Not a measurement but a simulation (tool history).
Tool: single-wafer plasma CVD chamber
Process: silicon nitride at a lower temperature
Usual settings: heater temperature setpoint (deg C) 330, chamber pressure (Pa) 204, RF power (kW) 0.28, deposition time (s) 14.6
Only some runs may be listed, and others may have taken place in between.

run,hour,heater temperature setpoint (deg C),chamber pressure (Pa),RF power (kW),deposition time (s),wafers since the last listed run,hours since the last thermocouple change,hours since the last RF generator calibration,hours since the last manometer calibration,hours since the showerhead was replaced,hours since the gauge calibration,"read-back reference wafer on the same gauge, thickness_nm",mean film thickness on the monitor wafer (angstrom)
1,0,330,204,0.28,14.6,0,1848,1640.8,2355.9,2657.4,51.9,14.802,146.66
2,6.7,330,204,0.28,14.6,211,1854.7,1647.5,2362.6,2664.1,58.6,14.8,146.56
3,23.8,330,224,0.28,14.6,538,1871.8,1664.6,2379.7,2681.2,75.7,14.798,149.87
4,35,324,204,0.28,14.6,352,1883,1675.8,2390.9,2692.4,86.9,14.797,147.01
# hour 41.6: gauge calibrated
5,52.2,330,204,0.28,14.6,541,1900.2,1693,2408.1,2709.6,10.6,14.798,146.93
# hour 61.8: RF generator calibrated
# hour 70.7: capacitance manometer re-zeroed and calibrated
6,71.2,330,204,0.28,14.6,94,1919.2,9.4,0.5,2728.6,29.6,14.799,156.46
7,84.5,330,204,0.28,14.6,418,1932.5,22.7,13.8,2741.9,42.9,14.799,156.02
8,94.6,330,245,0.28,14.6,318,1942.6,32.8,23.9,2752,53,14.8,163.77
9,106,336,180,0.325,14.6,359,1954,44.2,35.3,2763.4,64.4,14.798,168.79
# hour 127.3: thermocouple changed; heater temperature recalibrated
# hour 131.9: showerhead replaced
10,132.4,330,204,0.28,14.6,436,5.1,70.6,61.7,0.5,90.8,14.799,154.93
11,132.7,330,204,0.28,13.4,9,5.4,70.9,62,0.8,91.1,14.801,142.34

Run 12, settings as shown, results not yet in. Your forecast:
# hour 134.3: gauge calibrated
12,143.4,330,252,0.28,12,336,16.1,81.6,72.7,11.5,9.1,?,?

read-back reference wafer on the same gauge, thickness_nm: 14.795
mean film thickness on the monitor wafer (angstrom): 135.07
With no hidden state in the tool, this same run would have given mean film thickness on the monitor wafer (angstrom) 136.44.

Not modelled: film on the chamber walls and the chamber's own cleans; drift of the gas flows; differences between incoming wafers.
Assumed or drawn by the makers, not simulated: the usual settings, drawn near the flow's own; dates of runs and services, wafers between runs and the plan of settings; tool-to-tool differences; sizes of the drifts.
